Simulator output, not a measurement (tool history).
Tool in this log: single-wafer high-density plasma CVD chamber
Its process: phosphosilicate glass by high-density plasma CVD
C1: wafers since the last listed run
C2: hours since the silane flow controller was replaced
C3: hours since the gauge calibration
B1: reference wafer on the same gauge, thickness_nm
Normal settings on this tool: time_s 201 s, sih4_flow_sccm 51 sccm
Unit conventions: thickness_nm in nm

Run 1, hour 0.0: usual settings; C1 0; C2 3627.1; C3 584.3; B1 1129.525. Result: thickness_nm 1123.785 nm.
Run 2, hour 12.6: usual settings; C1 64; C2 3639.7; C3 596.9; B1 1130.938. Result: thickness_nm 1123.235 nm.
Run 3, hour 41.4: usual settings; C1 148; C2 3668.5; C3 625.7; B1 1129.769. Result: thickness_nm 1122.901 nm.
Run 4, hour 66.7: usual settings; C1 130; C2 3693.8; C3 651.0; B1 1130.882. Result: thickness_nm 1123.569 nm.
Run 5, hour 98.4: usual settings; C1 163; C2 3725.5; C3 682.7; B1 1129.932. Result: thickness_nm 1125.112 nm.
Run 6, hour 125.0: usual settings but time_s 216 s, sih4_flow_sccm 45 sccm; C1 137; C2 3752.1; C3 709.3; B1 1130.583. Result: thickness_nm 1114.998 nm.
Run 7, hour 140.6: usual settings but time_s 216 s, sih4_flow_sccm 45 sccm; C1 80; C2 3767.7; C3 724.9; B1 1129.949. Result: thickness_nm 1116.994 nm.
Run 8, hour 200.7: usual settings but time_s 174 s; C1 309; C2 3827.8; C3 785.0; B1 1129.745. Result: thickness_nm 976.654 nm.
Run 9, hour 215.8: usual settings but time_s 174 s; C1 77; C2 3842.9; C3 800.1; B1 1130.155. Result: thickness_nm 974.552 nm.
Run 10, hour 249.8: usual settings but time_s 174 s; C1 175; C2 3876.9; C3 834.1; B1 1129.321. Result: thickness_nm 972.992 nm.
Run 11, hour 276.7: usual settings but sih4_flow_sccm 55 sccm; C1 138; C2 3903.8; C3 861.0; B1 1129.925. Result: thickness_nm 1183.096 nm.
Run 12, hour 302.1: usual settings but sih4_flow_sccm 55 sccm; C1 130; C2 3929.2; C3 886.4; B1 1130.457. Result: thickness_nm 1187.055 nm.
Run 13, hour 337.4: usual settings but sih4_flow_sccm 55 sccm; C1 181; C2 3964.5; C3 921.7; B1 1130.360. Result: thickness_nm 1187.203 nm.
Run 14, hour 364.2: usual settings but time_s 226 s, sih4_flow_sccm 56 sccm; C1 138; C2 3991.3; C3 948.5; B1 1129.477. Result: thickness_nm 1350.424 nm.
Run 15, hour 414.9: usual settings but time_s 226 s, sih4_flow_sccm 56 sccm; C1 261; C2 4042.0; C3 999.2; B1 1130.030. Result: thickness_nm 1352.592 nm.
Run 16, hour 429.3: usual settings but time_s 226 s, sih4_flow_sccm 56 sccm; C1 74; C2 4056.4; C3 1013.6; B1 1129.817. Result: thickness_nm 1349.031 nm.
Run 17, hour 463.6: usual settings but sih4_flow_sccm 48 sccm; C1 176; C2 4090.7; C3 1047.9; B1 1130.464. Result: thickness_nm 1081.279 nm.
Run 18, hour 491.5: usual settings but sih4_flow_sccm 48 sccm; C1 143; C2 4118.6; C3 1075.8; B1 1129.659. Result: thickness_nm 1088.317 nm.
Run 19, hour 517.3: usual settings; C1 132; C2 4144.4; C3 1101.6; B1 1130.128. Result: thickness_nm 1130.246 nm.
Run 20, hour 551.2: usual settings; C1 174; C2 4178.3; C3 1135.5; B1 1129.758. Result: thickness_nm 1133.839 nm.
Run 21, hour 573.0: usual settings; C1 112; C2 4200.1; C3 1157.3; B1 1129.052. Result: thickness_nm 1131.806 nm.
Run 22, hour 598.3: usual settings; C1 130; C2 4225.4; C3 1182.6; B1 1131.223. Result: thickness_nm 1131.639 nm.
Run 23, hour 631.8: usual settings but time_s 186 s, sih4_flow_sccm 44 sccm; C1 172; C2 4258.9; C3 1216.1; B1 1131.197. Result: thickness_nm 950.556 nm.
Run 24, hour 650.1: usual settings but time_s 166 s, sih4_flow_sccm 54 sccm; C1 94; C2 4277.2; C3 1234.4; B1 1130.008. Result: thickness_nm 972.792 nm.
Run 25, hour 665.1: usual settings but time_s 223 s, sih4_flow_sccm 41 sccm; C1 77; C2 4292.2; C3 1249.4; B1 1129.574. Result: thickness_nm 1094.319 nm.
Run 26, hour 696.4: usual settings but sih4_flow_sccm 47 sccm; C1 161; C2 4323.5; C3 1280.7; B1 1131.252. Result: thickness_nm 1075.151 nm.
At hour 698.8: gauge calibrated.
At hour 710.2: silane flow controller replaced.
Run 27, hour 724.3: usual settings; C1 102; C2 14.1; C3 25.5; B1 1129.353. Result: thickness_nm 1101.498 nm.
Run 28, hour 748.6: usual settings; C1 125; C2 38.4; C3 49.8; B1 1130.791. Result: thickness_nm 1102.542 nm.
Run 29, hour 788.3: usual settings; C1 204; C2 78.1; C3 89.5; B1 1129.516. Result: thickness_nm 1103.405 nm.
Run 30, hour 813.8: usual settings but sih4_flow_sccm 47 sccm; C1 131; C2 103.6; C3 115.0; B1 1130.055. Result: thickness_nm 1047.626 nm.
Run 31, hour 839.2: usual settings but time_s 174 s; C1 130; C2 129.0; C3 140.4; B1 1130.078. Result: thickness_nm 954.323 nm.
Run 32, hour 853.9: usual settings but time_s 212 s, sih4_flow_sccm 44 sccm; C1 75; C2 143.7; C3 155.1; B1 1129.206. Result: thickness_nm 1057.036 nm.
Run 33, hour 867.4: usual settings but time_s 171 s, sih4_flow_sccm 48 sccm; C1 69; C2 157.2; C3 168.6; B1 1129.722. Result: thickness_nm 901.063 nm.
Run 34, hour 885.5: usual settings but time_s 241 s, sih4_flow_sccm 56 sccm; C1 93; C2 175.3; C3 186.7; B1 1129.512. Result: thickness_nm 1409.374 nm.
Run 35, hour 921.1: usual settings but time_s 213 s, sih4_flow_sccm 54 sccm; C1 183; C2 210.9; C3 222.3; B1 1129.716. Result: thickness_nm 1214.938 nm.
Run 36, hour 937.8: usual settings but time_s 188 s, sih4_flow_sccm 44 sccm; C1 86; C2 227.6; C3 239.0; B1 1129.952. Result: thickness_nm 941.506 nm.
Run 37, hour 995.1: usual settings but time_s 241 s, sih4_flow_sccm 45 sccm; C1 295; C2 284.9; C3 296.3; B1 1130.073. Result: thickness_nm 1219.506 nm.
Run 38, hour 1012.2: usual settings but time_s 216 s; C1 88; C2 302.0; C3 313.4; B1 1130.523. Result: thickness_nm 1184.473 nm.
Run 39, hour 1040.1: usual settings but time_s 177 s, sih4_flow_sccm 58 sccm; C1 143; C2 329.9; C3 341.3; B1 1130.267. Result: thickness_nm 1055.824 nm.
Run 40, hour 1060.8: usual settings; C1 106; C2 350.6; C3 362.0; B1 1129.177. Result: thickness_nm 1102.655 nm.
Run 41, hour 1091.0: usual settings but time_s 174 s, sih4_flow_sccm 41 sccm; C1 155; C2 380.8; C3 392.2; B1 1131.302. Result: thickness_nm 834.222 nm.
Run 42, hour 1112.2: usual settings but time_s 235 s; C1 109; C2 402.0; C3 413.4; B1 1129.461. Result: thickness_nm 1287.270 nm.
Run 43, hour 1140.7: usual settings but time_s 186 s, sih4_flow_sccm 47 sccm; C1 146; C2 430.5; C3 441.9; B1 1130.232. Result: thickness_nm 968.636 nm.
Run 44, hour 1162.0: usual settings but time_s 185 s; C1 109; C2 451.8; C3 463.2; B1 1130.497. Result: thickness_nm 1017.501 nm.
Run 45, hour 1191.0: usual settings; C1 149; C2 480.8; C3 492.2; B1 1129.352. Result: thickness_nm 1099.606 nm.
Run 46, hour 1216.4: usual settings but time_s 165 s, sih4_flow_sccm 47 sccm; C1 130; C2 506.2; C3 517.6; B1 1129.805. Result: thickness_nm 861.125 nm.

What was the tool's hidden state at every run in the log?
gauge reads high (%): 0 in every run
H1: delivered silane flow above the setpoint (%)
run       H1
  1     2.77
  2      2.8
  3     2.85
  4      2.9
  5     2.96
  6     3.01
  7     3.04
  8     3.15
  9     3.18
 10     3.25
 11      3.3
 12     3.35
 13     3.42
 14     3.47
 15     3.57
 16      3.6
 17     3.67
 18     3.73
 19     3.79
 20     3.86
 21      3.9
 22     3.96
 23     4.03
 24     4.07
 25      4.1
 26     4.17
 27   -0.102
 28   -0.102
 29   -0.101
 30  -0.0995
 31   -0.098
 32   -0.097
 33   -0.096
 34  -0.0945
 35   -0.091
 36  -0.0892
 37  -0.0818
 38  -0.0793
 39  -0.0748
 40  -0.0713
 41  -0.0657
 42  -0.0616
 43  -0.0556
 44  -0.0509
 45  -0.0441
 46  -0.0378

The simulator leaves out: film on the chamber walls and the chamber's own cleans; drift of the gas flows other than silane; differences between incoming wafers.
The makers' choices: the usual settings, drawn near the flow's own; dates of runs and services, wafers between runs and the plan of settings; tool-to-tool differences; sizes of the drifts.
